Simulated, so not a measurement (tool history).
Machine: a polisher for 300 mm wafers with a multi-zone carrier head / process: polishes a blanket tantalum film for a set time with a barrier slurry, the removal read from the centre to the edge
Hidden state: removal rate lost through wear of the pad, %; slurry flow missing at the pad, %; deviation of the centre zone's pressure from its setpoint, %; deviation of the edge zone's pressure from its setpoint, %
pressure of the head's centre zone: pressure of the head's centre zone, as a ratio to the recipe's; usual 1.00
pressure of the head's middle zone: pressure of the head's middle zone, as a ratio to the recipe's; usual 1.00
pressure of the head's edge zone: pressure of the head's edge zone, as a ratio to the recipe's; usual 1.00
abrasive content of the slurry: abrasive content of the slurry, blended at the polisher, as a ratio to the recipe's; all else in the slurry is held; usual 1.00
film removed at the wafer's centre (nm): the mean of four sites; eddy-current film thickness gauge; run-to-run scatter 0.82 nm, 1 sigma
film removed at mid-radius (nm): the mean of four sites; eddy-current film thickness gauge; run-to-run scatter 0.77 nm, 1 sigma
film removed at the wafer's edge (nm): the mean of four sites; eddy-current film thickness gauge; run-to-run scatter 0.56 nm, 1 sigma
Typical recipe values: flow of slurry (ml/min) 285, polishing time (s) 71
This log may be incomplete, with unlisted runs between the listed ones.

run	day	flow of slurry (ml/min)	pressure of the head's centre zone	pressure of the head's middle zone	pressure of the head's edge zone	abrasive content of the slurry	polishing time (s)	wafers since the last listed run	wafers polished on this pad	hours since the slurry nozzle was cleaned	hours since the centre zone pressure was calibrated	hours since the edge zone pressure was calibrated	hours since the carrier head's membrane was replaced	incoming thickness of the incoming film, nm	film removed at the wafer's centre (nm)	film removed at mid-radius (nm)	film removed at the wafer's edge (nm)
1	0.000	335	1.12	1.00	0.91	1.00	71	0	5133	120.4	257.0	107.2	290.4	413.6	80.2	70.8	68.6
# day 4.104: worn pad replaced by a new one
2	4.125	285	1.11	1.06	1.11	1.00	71	888	4	219.4	356.0	206.2	389.4	415.1	78.3	73.4	73.8
3	8.558	325	1.00	1.00	1.00	1.00	71	994	999	325.8	462.4	312.6	495.8	415.2	72.4	69.3	70.9
4	10.250	255	1.00	1.10	1.00	1.00	71	379	1379	366.4	503.0	353.2	536.4	424.5	67.8	73.0	68.4
5	14.250	360	1.10	1.07	1.00	1.00	71	897	2276	462.4	599.0	449.2	632.4	412.9	78.1	72.0	71.1
6	16.512	285	1.00	0.91	1.00	1.00	71	507	2784	516.7	653.3	503.5	686.7	416.6	68.3	61.5	67.8
# day 17.054: carrier head's membrane replaced by a new one
# day 18.762: slurry nozzle cleaned
7	22.425	285	1.11	1.00	1.00	1.25	71	1270	4055	87.9	795.2	645.4	128.9	420.4	83.0	75.3	75.0
8	24.742	380	0.90	1.00	0.96	1.00	71	519	4575	143.5	850.8	701.0	184.5	415.4	66.7	71.6	71.1
# day 25.012: edge zone pressure recalibrated
9	27.238	285	1.00	1.00	1.00	1.00	95	541	5116	203.4	910.7	53.4	244.4	420.2	96.5	93.3	93.6
10	31.317	285	1.00	1.00	1.00	1.00	71	915	6032	301.3	1008.6	151.3	342.3	419.7	69.8	68.9	69.7
# day 34.262: worn pad replaced by a new one
11	34.812	285	1.03	1.00	1.00	1.00	71	747	123	385.2	1092.5	235.2	426.2	421.5	70.3	68.4	68.6
12	36.346	340	1.00	1.10	1.00	1.00	71	344	467	422.0	1129.3	272.0	463.0	425.5	70.0	75.4	69.9
13	39.412	355	1.00	1.00	1.00	1.00	71	688	1156	495.6	1202.9	345.6	536.6	422.5	71.4	70.0	71.2
14	41.383	325	1.00	1.00	1.00	1.00	71	442	1598	542.9	1250.2	392.9	583.9	418.3	68.2	67.3	68.8
# day 44.767: centre zone pressure recalibrated
15	46.938	285	1.00	0.96	1.00	1.00	71	1227	2826	676.2	52.1	526.2	717.2	416.0	62.6	61.1	65.2
# day 48.096: slurry nozzle cleaned
16	48.700	285	1.00	1.00	1.00	1.10	71	386	3212	14.5	94.4	568.5	759.5	418.6	73.0	72.5	71.8
17	51.533	285	1.09	1.00	1.00	0.75	54	635	3848	82.5	162.4	636.5	827.5	414.5	53.3	48.4	48.6
18	53.833	325	1.00	1.00	1.00	1.00	71	516	4364	137.7	217.6	691.7	882.7	426.3	71.8	70.9	70.8
# day 54.262: edge zone pressure recalibrated
# day 54.896: carrier head's membrane replaced by a new one
19	57.954	285	0.89	1.00	1.00	1.00	71	859	5223	236.6	316.5	88.6	73.4	424.0	62.9	70.0	70.8
# day 64.362: worn pad replaced by a new one
20	69.388	285	1.00	0.96	1.00	1.20	93	2528	1128	511.0	590.9	363.0	347.8	419.5	92.6	89.6	95.0

Forecast each of these 5 alternatives for the next run:
A	69.408	285	0.91	1.00	1.00	1.00	71	4	1132	511.5	591.4	363.5	348.3	422.3	?	?	?
B	69.408	285	1.00	1.07	1.00	1.10	71	4	1132	511.5	591.4	363.5	348.3	422.3	?	?	?
C	69.408	285	1.05	1.08	1.07	1.00	71	4	1132	511.5	591.4	363.5	348.3	422.3	?	?	?
D	69.408	285	1.00	1.08	1.00	1.00	71	4	1132	511.5	591.4	363.5	348.3	422.3	?	?	?
E	69.408	285	0.95	0.93	1.00	1.00	71	4	1132	511.5	591.4	363.5	348.3	422.3	?	?	?

run	film removed at the wafer's centre (nm)	film removed at mid-radius (nm)	film removed at the wafer's edge (nm)
A	62.5	65.5	67.6
B	70.1	71.4	69.5
C	71.2	69.9	69.8
D	68.1	69.9	67.5
E	65.0	61.6	67.7
With the hidden condition removed and each run's random variation left untouched, the same runs would have given:
run	film removed at the wafer's centre (nm)	film removed at mid-radius (nm)	film removed at the wafer's edge (nm)
A	66.1	68.9	70.2
B	74.1	75.0	72.1
C	75.3	73.5	72.5
D	72.0	73.5	70.1
E	68.7	64.8	70.2
